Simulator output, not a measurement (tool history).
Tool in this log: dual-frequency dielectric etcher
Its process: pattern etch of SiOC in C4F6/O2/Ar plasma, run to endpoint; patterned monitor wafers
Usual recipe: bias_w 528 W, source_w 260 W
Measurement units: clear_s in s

run,hour,bias_w,source_w,"incoming incoming film thickness, nm",clear_s
1,0,528,260,43.93,15.2
2,35.5,528,260,44.12,15.2
3,55.4,528,260,43.9,15.2
4,95.2,528,260,43.86,15.3
5,127.1,528,240,43.7,15.7
6,144.6,443,260,43.78,16.3
7,170.8,443,260,43.8,16.2
8,201,443,260,43.16,16
# hour 245.5: upper electrode replaced
9,246,528,260,43.95,15.4
# hour 271.7: wet clean of the chamber
10,272.2,528,260,43.73,14.8
11,273.2,528,260,43.9,14.8
12,308.2,528,260,43.5,14.7
13,324.5,528,260,43.98,15
14,348.9,528,290,43.3,14.1
15,368.8,484,280,43.93,14.9
16,403.3,528,230,44.1,15.8
17,427.7,528,260,43.9,15.1
18,452.6,468,200,43.42,17.2
19,477.3,443,260,43.61,15.9
# hour 496.8: bias power generator calibrated
20,498.6,528,300,43.45,14.1
# hour 528.6: source power generator calibrated
21,529.1,528,260,43.54,15
22,543,649,260,43.24,13.9
23,568.5,528,260,43.59,15
24,604.4,613,260,43.6,14.4
25,631.5,583,320,44.04,13.7
26,661.3,420,210,43.56,17.8

Predict each of these 4 candidate next runs independently; none follows another, all start after run 26:
A,661.7,596,260,43.59,?
B,661.7,625,230,43.59,?
C,661.7,439,310,43.59,?
D,661.7,640,260,43.59,?

run,clear_s
A,14.5
B,15
C,15
D,14.2
Had the tool no hidden state, the same runs would have come out as:
run,clear_s
A,14.2
B,14.6
C,14.6
D,13.8

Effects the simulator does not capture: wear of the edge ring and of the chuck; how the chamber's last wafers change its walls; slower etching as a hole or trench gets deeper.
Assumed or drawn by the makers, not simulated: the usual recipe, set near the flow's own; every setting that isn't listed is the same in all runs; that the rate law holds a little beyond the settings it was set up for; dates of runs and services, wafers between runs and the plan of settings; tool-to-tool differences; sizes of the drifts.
